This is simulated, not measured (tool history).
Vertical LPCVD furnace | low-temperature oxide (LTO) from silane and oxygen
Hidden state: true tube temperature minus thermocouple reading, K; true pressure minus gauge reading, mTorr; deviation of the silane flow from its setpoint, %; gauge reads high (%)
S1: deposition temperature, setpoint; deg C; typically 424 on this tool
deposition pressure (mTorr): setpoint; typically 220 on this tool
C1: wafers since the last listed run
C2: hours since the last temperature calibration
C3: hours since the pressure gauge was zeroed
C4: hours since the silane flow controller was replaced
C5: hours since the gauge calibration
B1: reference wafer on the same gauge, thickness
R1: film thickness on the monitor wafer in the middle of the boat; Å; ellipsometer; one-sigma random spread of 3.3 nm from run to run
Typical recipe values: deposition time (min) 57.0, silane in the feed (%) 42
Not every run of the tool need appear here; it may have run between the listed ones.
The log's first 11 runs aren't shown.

Run 12, hour 1043.4: usual settings; C1 1111; C2 1112.0; C3 1150.0; C4 3205.2; C5 1125.2; B1 811.59. Result: R1 7264.1 Å.
Run 13, hour 1131.7: usual settings; C1 1014; C2 1200.3; C3 1238.3; C4 3293.5; C5 1213.5; B1 809.94. Result: R1 7321.3 Å.
Run 14, hour 1357.9: usual settings; C1 2597; C2 1426.5; C3 1464.5; C4 3519.7; C5 1439.7; B1 810.35. Result: R1 7379.7 Å.
Run 15, hour 1438.6: usual settings; C1 926; C2 1507.2; C3 1545.2; C4 3600.4; C5 1520.4; B1 811.20. Result: R1 7346.5 Å.
Run 16, hour 1524.1: usual settings; C1 981; C2 1592.7; C3 1630.7; C4 3685.9; C5 1605.9; B1 811.60. Result: R1 7367.1 Å.
Run 17, hour 1560.4: usual settings; C1 416; C2 1629.0; C3 1667.0; C4 3722.2; C5 1642.2; B1 810.53. Result: R1 7323.9 Å.
At hour 1624.0: thermocouples replaced and temperature profile calibrated.
Run 18, hour 1624.5: usual settings but deposition pressure (mTorr) 195, deposition time (min) 41.5; C1 460; C2 0.5; C3 1731.1; C4 3786.3; C5 1706.3; B1 811.42. Result: R1 4822.8 Å.
At hour 1807.3: silane flow controller replaced.
At hour 1880.4: gauge calibrated.
Run 19, hour 1916.1: usual settings but deposition pressure (mTorr) 250, deposition time (min) 66.5; C1 3073; C2 292.1; C3 2022.7; C4 108.8; C5 35.7; B1 812.46. Result: R1 9500.6 Å.
At hour 2020.0: pressure gauge zeroed.
Run 20, hour 2020.5: usual settings but deposition pressure (mTorr) 195, deposition time (min) 79.5, silane in the feed (%) 46; C1 923; C2 396.5; C3 0.5; C4 213.2; C5 140.1; B1 811.18. Result: R1 9358.7 Å.
Run 21, hour 2268.0: usual settings but deposition time (min) 39.0, silane in the feed (%) 34; C1 2842; C2 644.0; C3 248.0; C4 460.7; C5 387.6; B1 812.88. Result: R1 3764.3 Å.
Run 22, hour 2365.8: usual settings; C1 1123; C2 741.8; C3 345.8; C4 558.5; C5 485.4; B1 810.48. Result: R1 7149.5 Å.
Run 23, hour 2436.2: usual settings but deposition time (min) 40.0; C1 808; C2 812.2; C3 416.2; C4 628.9; C5 555.8; B1 811.88. Result: R1 4962.5 Å.
Run 24, hour 2533.0: usual settings; C1 1111; C2 909.0; C3 513.0; C4 725.7; C5 652.6; B1 812.38. Result: R1 7102.4 Å.
Run 25, hour 2610.2: usual settings but deposition pressure (mTorr) 265, deposition time (min) 36.0; C1 886; C2 986.2; C3 590.2; C4 802.9; C5 729.8; B1 811.57. Result: R1 5396.3 Å.
Run 26, hour 2697.2: usual settings; C1 999; C2 1073.2; C3 677.2; C4 889.9; C5 816.8; B1 809.48. Result: R1 7268.8 Å.
Run 27, hour 2747.4: usual settings but S1 435 deg C, deposition time (min) 64.5, silane in the feed (%) 39; C1 576; C2 1123.4; C3 727.4; C4 940.1; C5 867.0; B1 809.82. Result: R1 8397.0 Å.
Run 28, hour 2848.4: usual settings but deposition pressure (mTorr) 165, deposition time (min) 38.5; C1 1159; C2 1224.4; C3 828.4; C4 1041.1; C5 968.0; B1 810.10. Result: R1 3675.8 Å.
Run 29, hour 2895.3: usual settings but silane in the feed (%) 34; C1 538; C2 1271.3; C3 875.3; C4 1088.0; C5 1014.9; B1 810.97. Result: R1 5706.8 Å.
Run 30, hour 2972.5: usual settings but deposition pressure (mTorr) 170, deposition time (min) 48.5; C1 886; C2 1348.5; C3 952.5; C4 1165.2; C5 1092.1; B1 811.26. Result: R1 4850.8 Å.
At hour 3014.9: thermocouples replaced and temperature profile calibrated.
Run 31, hour 3053.2: usual settings but deposition pressure (mTorr) 200, deposition time (min) 37.0, silane in the feed (%) 38; C1 651; C2 38.3; C3 1033.2; C4 1245.9; C5 1172.8; B1 810.83. Result: R1 3884.9 Å.

Branching from run 31: 4 alternative next runs. What would each branch give?
Run A, hour 3057.4: usual settings; C1 48; C2 42.5; C3 1037.4; C4 1250.1; C5 1177.0; B1 ?. Result: R1 ?.
Run B, hour 3057.4: usual settings but S1 414 deg C, deposition time (min) 70.5; C1 48; C2 42.5; C3 1037.4; C4 1250.1; C5 1177.0; B1 ?. Result: R1 ?.
Run C, hour 3057.4: usual settings but deposition pressure (mTorr) 195, deposition time (min) 42.5, silane in the feed (%) 34; C1 48; C2 42.5; C3 1037.4; C4 1250.1; C5 1177.0; B1 ?. Result: R1 ?.
Run D, hour 3057.4: usual settings but S1 418 deg C, deposition pressure (mTorr) 240; C1 48; C2 42.5; C3 1037.4; C4 1250.1; C5 1177.0; B1 ?. Result: R1 ?.

run      B1      R1
  A  812.71  7320.0
  B  812.71  8188.2
  C  812.71  3808.1
  D  812.71  7494.9
Without the tool's hidden state the same runs would have given:
run      R1
  A  6942.2
  B  7763.2
  C  3578.1
  D  7132.3
